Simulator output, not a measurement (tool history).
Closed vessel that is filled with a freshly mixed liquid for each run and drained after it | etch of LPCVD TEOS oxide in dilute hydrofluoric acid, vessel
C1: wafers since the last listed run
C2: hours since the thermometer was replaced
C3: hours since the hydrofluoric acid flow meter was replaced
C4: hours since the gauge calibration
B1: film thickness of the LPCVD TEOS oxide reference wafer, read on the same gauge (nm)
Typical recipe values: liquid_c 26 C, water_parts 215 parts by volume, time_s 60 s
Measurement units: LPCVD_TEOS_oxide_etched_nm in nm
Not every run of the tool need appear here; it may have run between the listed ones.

run 1 hour=0 | liquid_c=26 water_parts=215 time_s=60 | C1=0 C2=165.5 C3=624.3 C4=696.6 | B1=103.02 | LPCVD_TEOS_oxide_etched_nm=5.83
run 2 hour=33.9 | liquid_c=29.5 water_parts=135 time_s=60 | C1=3375 C2=199.4 C3=658.2 C4=730.5 | B1=103.15 | LPCVD_TEOS_oxide_etched_nm=11.61
run 3 hour=70 | liquid_c=26 water_parts=245 time_s=60 | C1=3595 C2=235.5 C3=694.3 C4=766.6 | B1=103.19 | LPCVD_TEOS_oxide_etched_nm=4.95
run 4 hour=125.6 | liquid_c=26 water_parts=245 time_s=60 | C1=5536 C2=291.1 C3=749.9 C4=822.2 | B1=103.3 | LPCVD_TEOS_oxide_etched_nm=4.95
run 5 hour=194.6 | liquid_c=26 water_parts=215 time_s=40 | C1=6871 C2=360.1 C3=818.9 C4=891.2 | B1=103.41 | LPCVD_TEOS_oxide_etched_nm=3.89
run 6 hour=245.8 | liquid_c=26 water_parts=215 time_s=40 | C1=5098 C2=411.3 C3=870.1 C4=942.4 | B1=103.44 | LPCVD_TEOS_oxide_etched_nm=3.89
run 7 hour=284.9 | liquid_c=26 water_parts=215 time_s=40 | C1=3893 C2=450.4 C3=909.2 C4=981.5 | B1=103.53 | LPCVD_TEOS_oxide_etched_nm=3.88
-- hour=322.4 hydrofluoric acid flow meter replaced
run 8 hour=376 | liquid_c=26 water_parts=215 time_s=60 | C1=8972 C2=541.5 C3=53.6 C4=1072.6 | B1=103.67 | LPCVD_TEOS_oxide_etched_nm=5.88
run 9 hour=428 | liquid_c=22.5 water_parts=215 time_s=60 | C1=5178 C2=593.5 C3=105.6 C4=1124.6 | B1=103.71 | LPCVD_TEOS_oxide_etched_nm=5.14
run 10 hour=492.5 | liquid_c=22.5 water_parts=215 time_s=60 | C1=6423 C2=658 C3=170.1 C4=1189.1 | B1=103.79 | LPCVD_TEOS_oxide_etched_nm=5.16
run 11 hour=542.2 | liquid_c=22.5 water_parts=215 time_s=60 | C1=4949 C2=707.7 C3=219.8 C4=1238.8 | B1=103.88 | LPCVD_TEOS_oxide_etched_nm=5.16
run 12 hour=599.5 | liquid_c=26 water_parts=215 time_s=60 | C1=5706 C2=765 C3=277.1 C4=1296.1 | B1=103.86 | LPCVD_TEOS_oxide_etched_nm=5.89
run 13 hour=715.4 | liquid_c=26 water_parts=215 time_s=60 | C1=11541 C2=880.9 C3=393 C4=1412 | B1=104.05 | LPCVD_TEOS_oxide_etched_nm=5.85
run 14 hour=745.5 | liquid_c=26 water_parts=215 time_s=60 | C1=2997 C2=911 C3=423.1 C4=1442.1 | B1=103.99 | LPCVD_TEOS_oxide_etched_nm=5.86
run 15 hour=804.4 | liquid_c=28 water_parts=215 time_s=40 | C1=5865 C2=969.9 C3=482 C4=1501 | B1=104.07 | LPCVD_TEOS_oxide_etched_nm=4.21
run 16 hour=997 | liquid_c=28 water_parts=215 time_s=40 | C1=19180 C2=1162.5 C3=674.6 C4=1693.6 | B1=104.21 | LPCVD_TEOS_oxide_etched_nm=4.19
run 17 hour=1060.8 | liquid_c=23 water_parts=215 time_s=75 | C1=6353 C2=1226.3 C3=738.4 C4=1757.4 | B1=104.15 | LPCVD_TEOS_oxide_etched_nm=6.61
-- hour=1107 gauge calibrated
run 18 hour=1108.1 | liquid_c=26 water_parts=215 time_s=60 | C1=4710 C2=1273.6 C3=785.7 C4=1.1 | B1=100.34 | LPCVD_TEOS_oxide_etched_nm=5.67
run 19 hour=1136.5 | liquid_c=22 water_parts=130 time_s=30 | C1=2828 C2=1302 C3=814.1 C4=29.5 | B1=100.51 | LPCVD_TEOS_oxide_etched_nm=4.44
run 20 hour=1203.9 | liquid_c=30.5 water_parts=215 time_s=75 | C1=6712 C2=1369.4 C3=881.5 C4=96.9 | B1=100.92 | LPCVD_TEOS_oxide_etched_nm=8.34
-- hour=1240.1 hydrofluoric acid flow meter replaced
run 21 hour=1243.1 | liquid_c=26 water_parts=215 time_s=60 | C1=3804 C2=1408.6 C3=3 C4=136.1 | B1=101.15 | LPCVD_TEOS_oxide_etched_nm=5.71

Run 22, settings as shown, results not yet in. Your forecast:
run 22 hour=1271.8 | liquid_c=29 water_parts=130 time_s=70 | C1=2858 C2=1437.3 C3=31.7 C4=164.8 | B1=? | LPCVD_TEOS_oxide_etched_nm=?

Run 22 produced B1 101.34, LPCVD_TEOS_oxide_etched_nm 13.67 nm.
Were there no unlogged condition in the tool, this run, its random variation unchanged, would have produced LPCVD_TEOS_oxide_etched_nm 13.49 nm.
